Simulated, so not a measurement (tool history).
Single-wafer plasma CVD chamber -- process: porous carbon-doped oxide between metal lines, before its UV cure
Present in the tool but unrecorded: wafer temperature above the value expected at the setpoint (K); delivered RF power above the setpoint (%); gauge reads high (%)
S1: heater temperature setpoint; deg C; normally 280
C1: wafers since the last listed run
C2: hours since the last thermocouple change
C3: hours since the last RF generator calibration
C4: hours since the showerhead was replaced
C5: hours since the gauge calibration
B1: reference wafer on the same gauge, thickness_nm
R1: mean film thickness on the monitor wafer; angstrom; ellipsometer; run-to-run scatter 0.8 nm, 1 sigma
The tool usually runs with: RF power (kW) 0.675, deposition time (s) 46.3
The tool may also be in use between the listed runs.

{"run": 1, "hour": 0.0, "S1": 285, "RF power (kW)": 0.675, "deposition time (s)": 46.3, "C1": 0, "C2": 684.1, "C3": 70.5, "C4": 3007.2, "C5": 331.0, "B1": 284.829, "R1": 3013.14}
{"run": 2, "hour": 112.7, "S1": 285, "RF power (kW)": 0.675, "deposition time (s)": 46.3, "C1": 2935, "C2": 796.8, "C3": 183.2, "C4": 3119.9, "C5": 443.7, "B1": 284.99, "R1": 3001.26}
{"run": 3, "hour": 182.1, "S1": 288, "RF power (kW)": 0.675, "deposition time (s)": 46.3, "C1": 1807, "C2": 866.2, "C3": 252.6, "C4": 3189.3, "C5": 513.1, "B1": 285.319, "R1": 2944.74}
{"run": 4, "hour": 230.1, "S1": 280, "RF power (kW)": 0.675, "deposition time (s)": 46.3, "C1": 1250, "C2": 914.2, "C3": 300.6, "C4": 3237.3, "C5": 561.1, "B1": 284.868, "R1": 3080.48}
{"run": 5, "hour": 308.6, "S1": 280, "RF power (kW)": 0.675, "deposition time (s)": 46.3, "C1": 2044, "C2": 992.7, "C3": 379.1, "C4": 3315.8, "C5": 639.6, "B1": 285.203, "R1": 3067.52}
{"run": 6, "hour": 518.2, "S1": 280, "RF power (kW)": 0.61, "deposition time (s)": 51.8, "C1": 5459, "C2": 1202.3, "C3": 588.7, "C4": 3525.4, "C5": 849.2, "B1": 285.021, "R1": 3144.56}
{"run": 7, "hour": 624.9, "S1": 280, "RF power (kW)": 0.625, "deposition time (s)": 46.3, "C1": 2779, "C2": 1309.0, "C3": 695.4, "C4": 3632.1, "C5": 955.9, "B1": 284.996, "R1": 2873.91}
{"hour": 638.7, "done": "RF generator calibrated"}
{"run": 8, "hour": 679.5, "S1": 280, "RF power (kW)": 0.625, "deposition time (s)": 46.3, "C1": 1213, "C2": 1363.6, "C3": 40.8, "C4": 3686.7, "C5": 1010.5, "B1": 284.909, "R1": 2862.06}
{"run": 9, "hour": 729.4, "S1": 280, "RF power (kW)": 0.675, "deposition time (s)": 46.3, "C1": 1299, "C2": 1413.5, "C3": 90.7, "C4": 3736.6, "C5": 1060.4, "B1": 284.726, "R1": 3062.58}
{"run": 10, "hour": 798.7, "S1": 287, "RF power (kW)": 0.615, "deposition time (s)": 46.3, "C1": 1805, "C2": 1482.8, "C3": 160.0, "C4": 3805.9, "C5": 1129.7, "B1": 284.745, "R1": 2732.1}
{"hour": 813.3, "done": "gauge calibrated"}
{"run": 11, "hour": 869.2, "S1": 280, "RF power (kW)": 0.675, "deposition time (s)": 46.3, "C1": 1836, "C2": 1553.3, "C3": 230.5, "C4": 3876.4, "C5": 55.9, "B1": 284.775, "R1": 3078.84}
{"run": 12, "hour": 915.3, "S1": 268, "RF power (kW)": 0.675, "deposition time (s)": 46.3, "C1": 1200, "C2": 1599.4, "C3": 276.6, "C4": 3922.5, "C5": 102.0, "B1": 285.115, "R1": 3282.98}
{"run": 13, "hour": 991.6, "S1": 268, "RF power (kW)": 0.675, "deposition time (s)": 46.3, "C1": 1987, "C2": 1675.7, "C3": 352.9, "C4": 3998.8, "C5": 178.3, "B1": 285.107, "R1": 3263.09}
{"hour": 1050.3, "done": "thermocouple changed; heater temperature recalibrated"}
{"run": 14, "hour": 1057.9, "S1": 280, "RF power (kW)": 0.675, "deposition time (s)": 46.3, "C1": 1518, "C2": 7.6, "C3": 419.2, "C4": 4065.1, "C5": 244.6, "B1": 285.021, "R1": 3130.1}
{"run": 15, "hour": 1124.2, "S1": 280, "RF power (kW)": 0.63, "deposition time (s)": 41.7, "C1": 1727, "C2": 73.9, "C3": 485.5, "C4": 4131.4, "C5": 310.9, "B1": 285.117, "R1": 2653.93}
{"run": 16, "hour": 1177.7, "S1": 266, "RF power (kW)": 0.625, "deposition time (s)": 46.3, "C1": 1393, "C2": 127.4, "C3": 539.0, "C4": 4184.9, "C5": 364.4, "B1": 284.904, "R1": 3178.53}
{"run": 17, "hour": 1254.8, "S1": 280, "RF power (kW)": 0.675, "deposition time (s)": 46.3, "C1": 2008, "C2": 204.5, "C3": 616.1, "C4": 4262.0, "C5": 441.5, "B1": 285.147, "R1": 3107.48}
{"run": 18, "hour": 1298.1, "S1": 290, "RF power (kW)": 0.71, "deposition time (s)": 52.1, "C1": 1127, "C2": 247.8, "C3": 659.4, "C4": 4305.3, "C5": 484.8, "B1": 285.106, "R1": 3452.64}
{"run": 19, "hour": 1358.9, "S1": 267, "RF power (kW)": 0.675, "deposition time (s)": 49.9, "C1": 1583, "C2": 308.6, "C3": 720.2, "C4": 4366.1, "C5": 545.6, "B1": 285.205, "R1": 3597.55}
{"run": 20, "hour": 1441.3, "S1": 280, "RF power (kW)": 0.8, "deposition time (s)": 46.3, "C1": 2146, "C2": 391.0, "C3": 802.6, "C4": 4448.5, "C5": 628.0, "B1": 284.865, "R1": 3569.37}
{"hour": 1486.5, "done": "RF generator calibrated"}
{"hour": 1531.1, "done": "showerhead replaced"}
{"run": 21, "hour": 1732.4, "S1": 280, "RF power (kW)": 0.61, "deposition time (s)": 39.6, "C1": 7166, "C2": 682.1, "C3": 245.9, "C4": 201.3, "C5": 919.1, "B1": 285.008, "R1": 2424.17}
{"run": 22, "hour": 1839.8, "S1": 270, "RF power (kW)": 0.57, "deposition time (s)": 46.3, "C1": 2797, "C2": 789.5, "C3": 353.3, "C4": 308.7, "C5": 1026.5, "B1": 284.773, "R1": 2809.9}
{"run": 23, "hour": 1931.8, "S1": 271, "RF power (kW)": 0.555, "deposition time (s)": 42.3, "C1": 2396, "C2": 881.5, "C3": 445.3, "C4": 400.7, "C5": 1118.5, "B1": 285.328, "R1": 2485.31}
{"run": 24, "hour": 2029.4, "S1": 275, "RF power (kW)": 0.62, "deposition time (s)": 42.8, "C1": 2542, "C2": 979.1, "C3": 542.9, "C4": 498.3, "C5": 1216.1, "B1": 284.949, "R1": 2726.64}
{"hour": 2065.2, "done": "gauge calibrated"}
{"run": 25, "hour": 2100.3, "S1": 280, "RF power (kW)": 0.675, "deposition time (s)": 46.3, "C1": 1846, "C2": 1050.0, "C3": 613.8, "C4": 569.2, "C5": 35.1, "B1": 285.111, "R1": 3070.21}
{"run": 26, "hour": 2162.8, "S1": 267, "RF power (kW)": 0.675, "deposition time (s)": 50.6, "C1": 1628, "C2": 1112.5, "C3": 676.3, "C4": 631.7, "C5": 97.6, "B1": 284.891, "R1": 3586.36}

Give the tool's hidden conditions for every run:
delivered RF power above the setpoint (%): 0 at every run
gauge reads high (%): 0 at every run
H1: wafer temperature above the value expected at the setpoint (K)
run=1 H1=2.76
run=2 H1=3.01
run=3 H1=3.14
run=4 H1=3.22
run=5 H1=3.35
run=6 H1=3.61
run=7 H1=3.71
run=8 H1=3.75
run=9 H1=3.79
run=10 H1=3.84
run=11 H1=3.88
run=12 H1=3.91
run=13 H1=3.95
run=14 H1=0.0314
run=15 H1=0.483
run=16 H1=0.814
run=17 H1=1.24
run=18 H1=1.46
run=19 H1=1.74
run=20 H1=2.08
run=21 H1=2.98
run=22 H1=3.22
run=23 H1=3.39
run=24 H1=3.55
run=25 H1=3.65
run=26 H1=3.73
